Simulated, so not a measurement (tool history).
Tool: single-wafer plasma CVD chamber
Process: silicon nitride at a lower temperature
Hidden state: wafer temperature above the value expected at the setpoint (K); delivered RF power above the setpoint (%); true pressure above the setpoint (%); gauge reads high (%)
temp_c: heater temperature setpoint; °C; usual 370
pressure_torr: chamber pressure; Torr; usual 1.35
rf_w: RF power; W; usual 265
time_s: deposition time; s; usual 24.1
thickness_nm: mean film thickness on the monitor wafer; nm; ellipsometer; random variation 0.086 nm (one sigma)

run    hour  temp_c  pressure_torr  rf_w  time_s  wafers since the last listed run  hours since the last thermocouple change  hours since the last RF generator calibration  hours since the last manometer calibration  hours since the showerhead was replaced  hours since the gauge calibration  read-back reference wafer on the same gauge, thickness_nm  thickness_nm
  1     0.0     370           1.35   265    24.1                                 0                                    1139.5                                          815.4                                       277.5                                   4105.0                             1020.6                                                     19.598        22.036
       67.9  -- RF generator calibrated
  2    77.3     370           1.14   265    24.1                              1679                                    1216.8                                            9.4                                       354.8                                   4182.3                             1097.9                                                     19.598        21.963
  3   180.8     370           1.14   265    24.1                              2508                                    1320.3                                          112.9                                       458.3                                   4285.8                             1201.4                                                     19.581        22.139
  4   277.5     366           1.35   265    24.1                              2344                                    1417.0                                          209.6                                       555.0                                   4382.5                             1298.1                                                     19.584        22.807
      293.4  -- thermocouple changed; heater temperature recalibrated
  5   322.8     370           1.35   265    24.1                               904                                      29.4                                          254.9                                       600.3                                   4427.8                             1343.4                                                     19.607        22.705
  6   386.6     370           1.35   265    24.1                              1546                                      93.2                                          318.7                                       664.1                                   4491.6                             1407.2                                                     19.597        22.712
  7   445.5     370           1.35   265    24.1                              1427                                     152.1                                          377.6                                       723.0                                   4550.5                             1466.1                                                     19.609        22.569
  8   714.2     370           1.35   265    24.1                              6513                                     420.8                                          646.3                                       991.7                                   4819.2                             1734.8                                                     19.597        22.379
  9   782.5     370           1.35   265    24.1                              1655                                     489.1                                          714.6                                      1060.0                                   4887.5                             1803.1                                                     19.589        22.271
 10   855.3     370           1.35   295    24.1                              1764                                     561.9                                          787.4                                      1132.8                                   4960.3                             1875.9                                                     19.603        24.518
 11   911.1     370           1.35   295    24.1                              1352                                     617.7                                          843.2                                      1188.6                                   5016.1                             1931.7                                                     19.590        24.515
      922.7  -- capacitance manometer re-zeroed and calibrated
 12   961.4     378           1.09   265    24.1                              1025                                     668.0                                          893.5                                        38.7                                   5066.4                             1982.0                                                     19.604        20.854
     1031.4  -- gauge calibrated
     1091.2  -- RF generator calibrated
 13  1279.8     359           1.35   265    24.1                              7524                                     986.4                                          188.6                                       357.1                                   5384.8                              248.4                                                     19.595        23.072
 14  1331.8     370           1.35   265    24.1                              1260                                    1038.4                                          240.6                                       409.1                                   5436.8                              300.4                                                     19.577        22.696
 15  1391.5     382           1.35   265    21.1                              1447                                    1098.1                                          300.3                                       468.8                                   5496.5                              360.1                                                     19.604        19.811
 16  1490.4     383           1.26   225    22.6                              2397                                    1197.0                                          399.2                                       567.7                                   5595.4                              459.0                                                     19.593        17.459
 17  1530.0     370           1.17   300    24.1                               959                                    1236.6                                          438.8                                       607.3                                   5635.0                              498.6                                                     19.602        24.603
 18  1627.1     359           1.67   265    27.6                              2353                                    1333.7                                          535.9                                       704.4                                   5732.1                              595.7                                                     19.612        27.073
 19  1671.8     383           1.19   265    27.0                              1083                                    1378.4                                          580.6                                       749.1                                   5776.8                              640.4                                                     19.591        24.368
     1711.9  -- showerhead replaced
 20  1744.5     383           1.35   225    25.7                              1568                                    1451.1                                          653.3                                       821.8                                     32.6                              713.1                                                     19.623        19.940
     1810.2  -- thermocouple changed; heater temperature recalibrated
     2042.7  -- capacitance manometer re-zeroed and calibrated
     2042.8  -- RF generator calibrated
 21  2046.1     362           1.68   235    27.4                              6922                                     235.9                                            3.3                                         3.4                                    334.2                             1014.7                                                     19.585        24.151
 22  2119.6     370           1.35   265    24.1                              1781                                     309.4                                           76.8                                        76.9                                    407.7                             1088.2                                                     19.596        22.945
 23  2167.2     370           1.35   265    24.1                              1153                                     357.0                                          124.4                                       124.5                                    455.3                             1135.8                                                     19.583        22.894
 24  2251.0     357           1.58   235    22.9                              2031                                     440.8                                          208.2                                       208.3                                    539.1                             1219.6                                                     19.593        19.929
 25  2311.7     384           1.35   265    22.3                              1471                                     501.5                                          268.9                                       269.0                                    599.8                             1280.3                                                     19.581        21.003
 26  2390.6     370           1.35   290    24.1                              1912                                     580.4                                          347.8                                       347.9                                    678.7                             1359.2                                                     19.604        24.626
 27  2480.8     374           1.35   305    20.8                              2186                                     670.6                                          438.0                                       438.1                                    768.9                             1449.4                                                     19.600        22.075
 28  2707.5     378           1.49   295    28.6                              5495                                     897.3                                          664.7                                       664.8                                    995.6                             1676.1                                                     19.603        29.859
 29  2807.5     363           1.50   265    24.1                              2424                                     997.3                                          764.7                                       764.8                                   1095.6                             1776.1                                                     19.588        22.602

Forecast each of these 3 alternatives for the next run:
  A  2807.9     370           1.35   235    24.1                                 9                                     997.7                                          765.1                                       765.2                                   1096.0                             1776.5                                                          ?             ?
  B  2807.9     370           1.24   265    24.1                                 9                                     997.7                                          765.1                                       765.2                                   1096.0                             1776.5                                                          ?             ?
  C  2807.9     383           1.35   225    24.1                                 9                                     997.7                                          765.1                                       765.2                                   1096.0                             1776.5                                                          ?             ?

run  read-back reference wafer on the same gauge, thickness_nm  thickness_nm
  A                                                     19.623        19.564
  B                                                     19.623        21.673
  C                                                     19.623        18.581
Without the tool's hidden state the same runs would have given:
run  thickness_nm
  A        20.281
  B        22.430
  C        19.262
